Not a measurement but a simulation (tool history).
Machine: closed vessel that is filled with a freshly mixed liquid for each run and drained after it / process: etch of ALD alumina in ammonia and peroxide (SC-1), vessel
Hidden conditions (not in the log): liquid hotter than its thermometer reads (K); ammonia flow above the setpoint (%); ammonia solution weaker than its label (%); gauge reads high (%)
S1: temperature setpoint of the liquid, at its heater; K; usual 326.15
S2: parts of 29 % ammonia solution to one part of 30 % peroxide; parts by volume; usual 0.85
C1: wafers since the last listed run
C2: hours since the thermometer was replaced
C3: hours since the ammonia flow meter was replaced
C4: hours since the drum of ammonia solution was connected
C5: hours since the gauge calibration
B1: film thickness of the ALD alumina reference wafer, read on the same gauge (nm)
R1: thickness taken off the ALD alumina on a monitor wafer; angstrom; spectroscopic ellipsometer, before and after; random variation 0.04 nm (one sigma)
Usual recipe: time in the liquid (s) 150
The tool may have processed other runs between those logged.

{"run": 1, "hour": 0.0, "S1": 326.15, "S2": 0.85, "time in the liquid (s)": 80, "C1": 0, "C2": 299.6, "C3": 491.1, "C4": 353.1, "C5": 1678.5, "B1": 79.96, "R1": 52}
{"run": 2, "hour": 40.7, "S1": 326.15, "S2": 0.75, "time in the liquid (s)": 125, "C1": 2739, "C2": 340.3, "C3": 531.8, "C4": 393.8, "C5": 1719.2, "B1": 80.03, "R1": 80.7}
{"run": 3, "hour": 83.8, "S1": 326.15, "S2": 0.75, "time in the liquid (s)": 125, "C1": 2901, "C2": 383.4, "C3": 574.9, "C4": 436.9, "C5": 1762.3, "B1": 80, "R1": 81.2}
{"run": 4, "hour": 185.0, "S1": 326.15, "S2": 0.85, "time in the liquid (s)": 150, "C1": 6811, "C2": 484.6, "C3": 676.1, "C4": 538.1, "C5": 1863.5, "B1": 80.01, "R1": 99.5}
{"hour": 200.8, "done": "ammonia flow meter replaced"}
{"run": 5, "hour": 287.8, "S1": 326.15, "S2": 0.85, "time in the liquid (s)": 150, "C1": 6852, "C2": 587.4, "C3": 87, "C4": 640.9, "C5": 1966.3, "B1": 80.02, "R1": 100.6}
{"run": 6, "hour": 368.9, "S1": 329.15, "S2": 0.85, "time in the liquid (s)": 150, "C1": 5458, "C2": 668.5, "C3": 168.1, "C4": 722, "C5": 2047.4, "B1": 80.01, "R1": 118.5}
{"hour": 399.2, "done": "thermometer replaced"}
{"run": 7, "hour": 429.1, "S1": 329.15, "S2": 0.85, "time in the liquid (s)": 150, "C1": 3984, "C2": 29.9, "C3": 228.3, "C4": 782.2, "C5": 2107.6, "B1": 79.95, "R1": 113.5}
{"run": 8, "hour": 470.6, "S1": 329.15, "S2": 0.85, "time in the liquid (s)": 150, "C1": 2793, "C2": 71.4, "C3": 269.8, "C4": 823.7, "C5": 2149.1, "B1": 79.94, "R1": 113.8}
{"run": 9, "hour": 562.4, "S1": 319.65, "S2": 1.05, "time in the liquid (s)": 85, "C1": 6179, "C2": 163.2, "C3": 361.6, "C4": 915.5, "C5": 2240.9, "B1": 80.01, "R1": 39.7}
{"run": 10, "hour": 611.1, "S1": 329.15, "S2": 0.85, "time in the liquid (s)": 150, "C1": 3277, "C2": 211.9, "C3": 410.3, "C4": 964.2, "C5": 2289.6, "B1": 79.98, "R1": 114.9}
{"run": 11, "hour": 698.1, "S1": 326.15, "S2": 0.5, "time in the liquid (s)": 210, "C1": 5855, "C2": 298.9, "C3": 497.3, "C4": 1051.2, "C5": 2376.6, "B1": 79.97, "R1": 131.7}
{"hour": 724.7, "done": "new drum of ammonia solution connected"}
{"run": 12, "hour": 757.0, "S1": 318.15, "S2": 0.85, "time in the liquid (s)": 150, "C1": 3897, "C2": 357.8, "C3": 556.2, "C4": 32.3, "C5": 2435.5, "B1": 80.01, "R1": 63.5}
{"run": 13, "hour": 843.1, "S1": 318.15, "S2": 1.15, "time in the liquid (s)": 230, "C1": 5795, "C2": 443.9, "C3": 642.3, "C4": 118.4, "C5": 2521.6, "B1": 80, "R1": 99.9}
{"run": 14, "hour": 894.4, "S1": 326.15, "S2": 0.85, "time in the liquid (s)": 150, "C1": 3452, "C2": 495.2, "C3": 693.6, "C4": 169.7, "C5": 2572.9, "B1": 79.97, "R1": 100.1}
{"hour": 913.4, "done": "ammonia flow meter replaced"}
{"run": 15, "hour": 987.0, "S1": 326.15, "S2": 0.85, "time in the liquid (s)": 150, "C1": 6165, "C2": 587.8, "C3": 73.6, "C4": 262.3, "C5": 2665.5, "B1": 79.99, "R1": 100.2}
{"run": 16, "hour": 1045.0, "S1": 316.15, "S2": 0.55, "time in the liquid (s)": 210, "C1": 3903, "C2": 645.8, "C3": 131.6, "C4": 320.3, "C5": 2723.5, "B1": 79.97, "R1": 77.6}
{"run": 17, "hour": 1124.9, "S1": 326.15, "S2": 0.85, "time in the liquid (s)": 150, "C1": 5378, "C2": 725.7, "C3": 211.5, "C4": 400.2, "C5": 2803.4, "B1": 80, "R1": 100.6}
{"hour": 1141.9, "done": "thermometer replaced"}
{"run": 18, "hour": 1178.5, "S1": 326.15, "S2": 1.2, "time in the liquid (s)": 75, "C1": 3540, "C2": 36.6, "C3": 265.1, "C4": 453.8, "C5": 2857, "B1": 80.03, "R1": 49.7}
{"hour": 1274.8, "done": "gauge calibrated"}
{"run": 19, "hour": 1275.2, "S1": 321.65, "S2": 0.75, "time in the liquid (s)": 85, "C1": 6508, "C2": 133.3, "C3": 361.8, "C4": 550.5, "C5": 0.4, "B1": 79.99, "R1": 42.6}
{"run": 20, "hour": 1380.2, "S1": 326.15, "S2": 0.85, "time in the liquid (s)": 150, "C1": 7067, "C2": 238.3, "C3": 466.8, "C4": 655.5, "C5": 105.4, "B1": 80, "R1": 97.2}
{"run": 21, "hour": 1446.4, "S1": 326.15, "S2": 0.85, "time in the liquid (s)": 150, "C1": 4455, "C2": 304.5, "C3": 533, "C4": 721.7, "C5": 171.6, "B1": 79.97, "R1": 97.6}
{"run": 22, "hour": 1554.2, "S1": 333.65, "S2": 0.85, "time in the liquid (s)": 180, "C1": 7256, "C2": 412.3, "C3": 640.8, "C4": 829.5, "C5": 279.4, "B1": 79.97, "R1": 174.7}
{"hour": 1621.9, "done": "ammonia flow meter replaced"}
{"run": 23, "hour": 1642.6, "S1": 329.65, "S2": 0.55, "time in the liquid (s)": 230, "C1": 5882, "C2": 500.7, "C3": 20.7, "C4": 917.9, "C5": 367.8, "B1": 79.98, "R1": 175}
{"hour": 1660.3, "done": "new drum of ammonia solution connected"}
{"run": 24, "hour": 1745.4, "S1": 326.15, "S2": 1.15, "time in the liquid (s)": 150, "C1": 6852, "C2": 603.5, "C3": 123.5, "C4": 85.1, "C5": 470.6, "B1": 79.97, "R1": 103.1}
{"run": 25, "hour": 1827.5, "S1": 317.15, "S2": 0.6, "time in the liquid (s)": 215, "C1": 5526, "C2": 685.6, "C3": 205.6, "C4": 167.2, "C5": 552.7, "B1": 79.96, "R1": 84.8}
{"hour": 1880.6, "done": "thermometer replaced"}
{"run": 26, "hour": 1924.1, "S1": 326.15, "S2": 0.85, "time in the liquid (s)": 150, "C1": 6434, "C2": 43.5, "C3": 302.2, "C4": 263.8, "C5": 649.3, "B1": 80, "R1": 96.6}
{"run": 27, "hour": 1990.3, "S1": 326.15, "S2": 1.05, "time in the liquid (s)": 225, "C1": 4455, "C2": 109.7, "C3": 368.4, "C4": 330, "C5": 715.5, "B1": 79.93, "R1": 149.2}
{"run": 28, "hour": 2287.4, "S1": 320.15, "S2": 1.15, "time in the liquid (s)": 175, "C1": 19997, "C2": 406.8, "C3": 665.5, "C4": 627.1, "C5": 1012.6, "B1": 80, "R1": 85.7}

Predict the results of run 29:
{"run": 29, "hour": 2370.4, "S1": 317.65, "S2": 0.95, "time in the liquid (s)": 110, "C1": 5586, "C2": 489.8, "C3": 748.5, "C4": 710.1, "C5": 1095.6, "B1": "?", "R1": "?"}

{"run 29": {"B1": 79.98, "R1": 46}}
Were there no unlogged condition in the tool, this run, its random variation unchanged, would have produced R1 44.5 angstrom.

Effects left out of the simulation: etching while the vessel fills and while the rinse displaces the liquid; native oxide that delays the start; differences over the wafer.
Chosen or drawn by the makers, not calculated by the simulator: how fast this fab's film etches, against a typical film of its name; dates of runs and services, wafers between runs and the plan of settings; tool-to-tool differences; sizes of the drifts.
